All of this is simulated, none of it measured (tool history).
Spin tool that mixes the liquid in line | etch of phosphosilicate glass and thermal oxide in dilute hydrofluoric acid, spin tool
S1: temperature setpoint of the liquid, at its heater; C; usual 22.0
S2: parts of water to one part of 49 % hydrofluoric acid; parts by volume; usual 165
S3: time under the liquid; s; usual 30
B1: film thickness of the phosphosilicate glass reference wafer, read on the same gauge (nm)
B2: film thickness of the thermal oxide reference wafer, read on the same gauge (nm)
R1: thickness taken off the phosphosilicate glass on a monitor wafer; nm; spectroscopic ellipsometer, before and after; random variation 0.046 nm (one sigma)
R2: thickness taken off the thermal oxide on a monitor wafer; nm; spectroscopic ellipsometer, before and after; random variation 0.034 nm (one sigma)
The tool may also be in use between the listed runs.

Run 1, day 0.000: usual settings; B1 89.97; B2 100.036. Result: R1 15.46 nm, R2 0.785 nm.
Run 2, day 0.483: usual settings; B1 90.00; B2 100.020. Result: R1 15.50 nm, R2 0.771 nm.
Run 3, day 0.904: usual settings but S3 35 s; B1 89.98; B2 99.981. Result: R1 18.16 nm, R2 0.936 nm.
Run 4, day 1.167: usual settings but S3 35 s; B1 90.00; B2 100.026. Result: R1 18.17 nm, R2 0.888 nm.
Run 5, day 1.571: usual settings but S1 20.5 C, S2 210 parts by volume; B1 90.00; B2 100.009. Result: R1 10.92 nm, R2 0.553 nm.
Run 6, day 1.829: usual settings but S1 20.5 C, S2 210 parts by volume; B1 90.01; B2 100.004. Result: R1 10.94 nm, R2 0.593 nm.
Run 7, day 2.204: usual settings but S1 20.5 C, S2 210 parts by volume; B1 90.00; B2 99.972. Result: R1 10.91 nm, R2 0.589 nm.
Run 8, day 2.642: usual settings; B1 90.02; B2 99.989. Result: R1 15.56 nm, R2 0.776 nm.
Run 9, day 2.925: usual settings; B1 90.00; B2 100.007. Result: R1 15.47 nm, R2 0.782 nm.
Run 10, day 3.583: usual settings but S1 25.0 C, S2 215 parts by volume, S3 15 s; B1 90.01; B2 100.011. Result: R1 6.23 nm, R2 0.312 nm.
At day 3.708: gauge calibrated.
Run 11, day 3.962: usual settings but S1 18.0 C; B1 90.03; B2 99.989. Result: R1 13.33 nm, R2 0.710 nm.
Run 12, day 4.604: usual settings but S3 15 s; B1 90.00; B2 100.024. Result: R1 7.80 nm, R2 0.398 nm.
At day 4.842: hydrofluoric acid flow meter replaced.
Run 13, day 4.992: usual settings; B1 90.00; B2 99.986. Result: R1 17.15 nm, R2 0.830 nm.
Run 14, day 5.679: usual settings but S1 23.5 C, S2 90 parts by volume; B1 89.99; B2 99.998. Result: R1 36.63 nm, R2 1.928 nm.
Run 15, day 6.525: usual settings but S1 17.5 C, S2 220 parts by volume, S3 40 s; B1 90.02; B2 99.971. Result: R1 13.59 nm, R2 0.693 nm.
At day 7.121: thermometer replaced.
Run 16, day 7.246: usual settings but S1 24.5 C, S2 90 parts by volume; B1 90.02; B2 99.990. Result: R1 35.05 nm, R2 1.720 nm.
Run 17, day 7.846: usual settings but S1 23.5 C, S3 15 s; B1 89.98; B2 100.006. Result: R1 8.33 nm, R2 0.439 nm.
Run 18, day 8.529: usual settings; B1 90.00; B2 99.984. Result: R1 15.75 nm, R2 0.763 nm.
Run 19, day 8.962: usual settings but S3 45 s; B1 89.99; B2 100.008. Result: R1 23.63 nm, R2 1.263 nm.

Forecast each of these 5 alternatives for the next run:
Run A, day 8.979: usual settings; B1 ?; B2 ?. Result: R1 ?, R2 ?.
Run B, day 8.979: usual settings but S1 24.5 C, S2 210 parts by volume, S3 45 s; B1 ?; B2 ?. Result: R1 ?, R2 ?.
Run C, day 8.979: usual settings but S1 27.0 C, S2 190 parts by volume, S3 20 s; B1 ?; B2 ?. Result: R1 ?, R2 ?.
Run D, day 8.979: usual settings but S1 23.5 C, S3 45 s; B1 ?; B2 ?. Result: R1 ?, R2 ?.
Run E, day 8.979: usual settings but S2 225 parts by volume; B1 ?; B2 ?. Result: R1 ?, R2 ?.

run     B1       B2     R1     R2
  A  89.99  100.015  15.83  0.812
  B  89.99  100.015  19.48  0.999
  C  89.99  100.015  10.71  0.549
  D  89.99  100.015  25.13  1.289
  E  89.99  100.015  10.89  0.559
Without the tool's hidden state the same runs would have given:
run     R1     R2
  A  15.64  0.802
  B  19.30  0.990
  C  10.61  0.544
  D  24.85  1.275
  E  10.78  0.553
